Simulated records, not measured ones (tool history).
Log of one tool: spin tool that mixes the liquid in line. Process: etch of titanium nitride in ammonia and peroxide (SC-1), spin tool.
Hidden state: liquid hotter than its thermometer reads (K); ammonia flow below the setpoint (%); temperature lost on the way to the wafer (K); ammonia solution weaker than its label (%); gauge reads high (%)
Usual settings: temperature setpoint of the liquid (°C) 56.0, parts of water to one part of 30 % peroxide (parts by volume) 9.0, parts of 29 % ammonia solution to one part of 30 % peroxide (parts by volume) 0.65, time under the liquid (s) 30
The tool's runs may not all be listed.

| run | hour | temperature setpoint of the liquid (°C) | parts of water to one part of 30 % peroxide (parts by volume) | parts of 29 % ammonia solution to one part of 30 % peroxide (parts by volume) | time under the liquid (s) | wafers since the last listed run | hours since the thermometer was replaced | hours since the ammonia flow meter was replaced | hours since the heated supply line was repaired | hours since the drum of ammonia solution was connected | hours since the gauge calibration | read-back film thickness of the titanium nitride reference wafer, read on the same gauge (nm) | thickness taken off the titanium nitride on a monitor wafer (Å) |
|---|---|---|---|---|---|---|---|---|---|---|---|---|---|
| 1 | 0.0 | 56.0 | 9.0 | 0.65 | 30 | 0 | 2063.4 | 199.5 | 510.2 | 587.2 | 179.1 | 120.03 | 56.3 |
| 2 | 22.7 | 56.0 | 9.0 | 0.65 | 30 | 409 | 2086.1 | 222.2 | 532.9 | 609.9 | 201.8 | 119.99 | 56.3 |
| 3 | 45.9 | 56.0 | 9.0 | 0.65 | 30 | 418 | 2109.3 | 245.4 | 556.1 | 633.1 | 225.0 | 120.00 | 56.4 |
| 4 | 79.0 | 56.0 | 9.0 | 0.65 | 30 | 597 | 2142.4 | 278.5 | 589.2 | 666.2 | 258.1 | 120.00 | 56.0 |
| 5 | 104.2 | 56.0 | 9.0 | 0.65 | 30 | 454 | 2167.6 | 303.7 | 614.4 | 691.4 | 283.3 | 120.00 | 55.9 |
| 6 | 131.9 | 58.5 | 9.0 | 0.70 | 30 | 499 | 2195.3 | 331.4 | 642.1 | 719.1 | 311.0 | 120.00 | 66.3 |
| 7 | 148.9 | 58.5 | 9.0 | 0.70 | 30 | 306 | 2212.3 | 348.4 | 659.1 | 736.1 | 328.0 | 120.00 | 66.1 |
| 8 | 168.2 | 58.5 | 9.0 | 0.70 | 30 | 348 | 2231.6 | 367.7 | 678.4 | 755.4 | 347.3 | 119.98 | 65.8 |
|  | 174.7 | new drum of ammonia solution connected |
| 9 | 191.5 | 56.0 | 9.0 | 0.65 | 30 | 402 | 2254.9 | 391.0 | 701.7 | 16.8 | 370.6 | 120.00 | 55.1 |
|  | 196.4 | heated supply line repaired |
|  | 206.1 | thermometer replaced |
| 10 | 218.3 | 51.5 | 9.0 | 0.45 | 20 | 447 | 12.2 | 417.8 | 21.9 | 43.6 | 397.4 | 120.01 | 27.3 |
| 11 | 237.8 | 52.0 | 5.5 | 0.45 | 15 | 351 | 31.7 | 437.3 | 41.4 | 63.1 | 416.9 | 120.01 | 26.9 |
|  | 245.0 | gauge calibrated |
| 12 | 253.7 | 56.0 | 9.0 | 0.65 | 30 | 286 | 47.6 | 453.2 | 57.3 | 79.0 | 8.7 | 119.99 | 59.4 |
| 13 | 287.6 | 53.0 | 10.5 | 0.65 | 15 | 611 | 81.5 | 487.1 | 91.2 | 112.9 | 42.6 | 120.01 | 22.1 |
|  | 304.3 | ammonia flow meter replaced |
| 14 | 316.2 | 56.0 | 13.5 | 0.75 | 30 | 497 | 110.1 | 11.9 | 119.8 | 141.5 | 71.2 | 119.99 | 49.1 |
| 15 | 331.3 | 56.0 | 9.0 | 0.65 | 25 | 272 | 125.2 | 27.0 | 134.9 | 156.6 | 86.3 | 120.01 | 49.3 |
| 16 | 344.4 | 56.0 | 5.5 | 0.65 | 30 | 236 | 138.3 | 40.1 | 148.0 | 169.7 | 99.4 | 119.99 | 74.7 |
| 17 | 365.3 | 56.0 | 5.0 | 0.45 | 30 | 377 | 159.2 | 61.0 | 168.9 | 190.6 | 120.3 | 119.98 | 73.9 |
| 18 | 381.4 | 56.0 | 7.0 | 0.65 | 30 | 290 | 175.3 | 77.1 | 185.0 | 206.7 | 136.4 | 120.01 | 66.5 |
| 19 | 407.3 | 56.0 | 9.0 | 0.65 | 30 | 467 | 201.2 | 103.0 | 210.9 | 232.6 | 162.3 | 120.00 | 59.2 |

Forecast each of these 5 alternatives for the next run:
| A | 407.7 | 56.0 | 13.5 | 0.65 | 30 | 7 | 201.6 | 103.4 | 211.3 | 233.0 | 162.7 | ? | ? |
| B | 407.7 | 56.0 | 6.5 | 0.45 | 30 | 7 | 201.6 | 103.4 | 211.3 | 233.0 | 162.7 | ? | ? |
| C | 407.7 | 56.0 | 8.0 | 0.40 | 45 | 7 | 201.6 | 103.4 | 211.3 | 233.0 | 162.7 | ? | ? |
| D | 407.7 | 47.5 | 13.0 | 0.65 | 30 | 7 | 201.6 | 103.4 | 211.3 | 233.0 | 162.7 | ? | ? |
| E | 407.7 | 56.0 | 11.5 | 0.65 | 30 | 7 | 201.6 | 103.4 | 211.3 | 233.0 | 162.7 | ? | ? |

| run | read-back film thickness of the titanium nitride reference wafer, read on the same gauge (nm) | thickness taken off the titanium nitride on a monitor wafer (Å) |
|---|---|---|
| A | 119.99 | 47.4 |
| B | 119.99 | 64.9 |
| C | 119.99 | 86.0 |
| D | 119.99 | 26.9 |
| E | 119.99 | 51.7 |
Without the tool's hidden state the same runs would have given:
| run | thickness taken off the titanium nitride on a monitor wafer (Å) |
|---|---|
| A | 48.9 |
| B | 66.8 |
| C | 88.6 |
| D | 27.7 |
| E | 53.2 |

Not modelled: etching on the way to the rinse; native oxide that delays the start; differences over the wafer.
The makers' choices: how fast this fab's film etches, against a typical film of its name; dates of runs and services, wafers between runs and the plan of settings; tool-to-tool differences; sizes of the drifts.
